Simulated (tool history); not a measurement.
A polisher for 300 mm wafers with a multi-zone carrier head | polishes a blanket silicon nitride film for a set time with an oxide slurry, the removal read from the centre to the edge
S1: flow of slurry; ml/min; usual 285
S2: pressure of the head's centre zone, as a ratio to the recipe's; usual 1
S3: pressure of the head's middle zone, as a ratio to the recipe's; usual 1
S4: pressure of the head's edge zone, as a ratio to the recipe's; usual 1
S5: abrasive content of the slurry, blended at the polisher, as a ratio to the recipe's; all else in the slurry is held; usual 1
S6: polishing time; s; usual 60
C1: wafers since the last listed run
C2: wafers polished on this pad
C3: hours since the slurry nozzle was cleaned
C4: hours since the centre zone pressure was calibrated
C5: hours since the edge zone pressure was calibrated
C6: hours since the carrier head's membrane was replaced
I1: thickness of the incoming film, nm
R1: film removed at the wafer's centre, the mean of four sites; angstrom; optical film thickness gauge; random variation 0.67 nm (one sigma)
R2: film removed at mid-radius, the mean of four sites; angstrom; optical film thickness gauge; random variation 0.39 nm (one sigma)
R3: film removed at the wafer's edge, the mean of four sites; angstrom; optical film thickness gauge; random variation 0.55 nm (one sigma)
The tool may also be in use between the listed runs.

{"run": 1, "hour": 0.0, "S1": 285, "S2": 1.12, "S3": 1, "S4": 1.05, "S5": 1, "S6": 60, "C1": 0, "C2": 5553, "C3": 0.5, "C4": 74.3, "C5": 442, "C6": 555.7, "I1": 467.2, "R1": 609, "R2": 555, "R3": 561}
{"run": 2, "hour": 87.6, "S1": 285, "S2": 1, "S3": 1, "S4": 1, "S5": 0.8, "S6": 60, "C1": 723, "C2": 6276, "C3": 88.1, "C4": 161.9, "C5": 529.6, "C6": 643.3, "I1": 473.3, "R1": 491, "R2": 492, "R3": 492}
{"hour": 127.8, "done": "worn pad replaced by a new one"}
{"run": 3, "hour": 133.5, "S1": 325, "S2": 1, "S3": 1, "S4": 1, "S5": 1, "S6": 45, "C1": 345, "C2": 46, "C3": 134, "C4": 207.8, "C5": 575.5, "C6": 689.2, "I1": 466.6, "R1": 411, "R2": 415, "R3": 418}
{"run": 4, "hour": 227.7, "S1": 285, "S2": 1, "S3": 1.11, "S4": 1, "S5": 1, "S6": 78, "C1": 777, "C2": 824, "C3": 228.2, "C4": 302, "C5": 669.7, "C6": 783.4, "I1": 461.3, "R1": 726, "R2": 775, "R3": 710}
{"hour": 418.2, "done": "edge zone pressure recalibrated"}
{"run": 5, "hour": 506.8, "S1": 285, "S2": 1, "S3": 1, "S4": 1.08, "S5": 1.25, "S6": 60, "C1": 2287, "C2": 3111, "C3": 507.3, "C4": 581.1, "C5": 88.6, "C6": 1062.5, "I1": 466.3, "R1": 636, "R2": 601, "R3": 620}
{"run": 6, "hour": 602.3, "S1": 285, "S2": 1, "S3": 1, "S4": 1, "S5": 1, "S6": 60, "C1": 788, "C2": 3899, "C3": 602.8, "C4": 676.6, "C5": 184.1, "C6": 1158, "I1": 468.6, "R1": 586, "R2": 548, "R3": 550}
{"hour": 627.4, "done": "centre zone pressure recalibrated"}
{"run": 7, "hour": 664.9, "S1": 285, "S2": 1, "S3": 1.11, "S4": 1, "S5": 1.2, "S6": 39, "C1": 500, "C2": 4399, "C3": 665.4, "C4": 37.5, "C5": 246.7, "C6": 1220.6, "I1": 467, "R1": 384, "R2": 417, "R3": 382}
{"run": 8, "hour": 772.4, "S1": 285, "S2": 1, "S3": 1, "S4": 1, "S5": 1.25, "S6": 60, "C1": 887, "C2": 5287, "C3": 772.9, "C4": 145, "C5": 354.2, "C6": 1328.1, "I1": 476.1, "R1": 611, "R2": 607, "R3": 608}
{"hour": 803.8, "done": "slurry nozzle cleaned"}
{"hour": 813.7, "done": "worn pad replaced by a new one"}
{"run": 9, "hour": 830.1, "S1": 285, "S2": 1, "S3": 1, "S4": 1, "S5": 1, "S6": 60, "C1": 434, "C2": 135, "C3": 26.3, "C4": 202.7, "C5": 411.9, "C6": 1385.8, "I1": 466.7, "R1": 553, "R2": 549, "R3": 546}
{"run": 10, "hour": 868.4, "S1": 285, "S2": 1, "S3": 0.89, "S4": 1, "S5": 1, "S6": 42, "C1": 316, "C2": 451, "C3": 64.6, "C4": 241, "C5": 450.2, "C6": 1424.1, "I1": 472.8, "R1": 390, "R2": 349, "R3": 379}
{"run": 11, "hour": 915.8, "S1": 285, "S2": 1, "S3": 1, "S4": 1, "S5": 1, "S6": 60, "C1": 391, "C2": 842, "C3": 112, "C4": 288.4, "C5": 497.6, "C6": 1471.5, "I1": 468.4, "R1": 564, "R2": 545, "R3": 548}
{"run": 12, "hour": 984.7, "S1": 340, "S2": 1, "S3": 1.04, "S4": 1, "S5": 0.9, "S6": 60, "C1": 568, "C2": 1411, "C3": 180.9, "C4": 357.3, "C5": 566.5, "C6": 1540.4, "I1": 467.8, "R1": 549, "R2": 551, "R3": 532}
{"hour": 1056.3, "done": "carrier head's membrane replaced by a new one"}
{"run": 13, "hour": 1083.0, "S1": 360, "S2": 0.89, "S3": 0.89, "S4": 1, "S5": 1, "S6": 79, "C1": 770, "C2": 2181, "C3": 279.2, "C4": 455.6, "C5": 664.8, "C6": 26.7, "I1": 465.6, "R1": 686, "R2": 666, "R3": 727}

Run 14 comes next. What will it give?
{"run": 14, "hour": 1132.9, "S1": 285, "S2": 1, "S3": 1, "S4": 1, "S5": 0.85, "S6": 60, "C1": 411, "C2": 2593, "C3": 329.1, "C4": 505.5, "C5": 714.7, "C6": 76.6, "I1": 470.5, "R1": "?", "R2": "?", "R3": "?"}

R1: 531 angstrom
R2: 510 angstrom
R3: 504 angstrom
Without the tool's hidden state the same run would have given R1 504 angstrom, R2 511 angstrom, R3 504 angstrom.
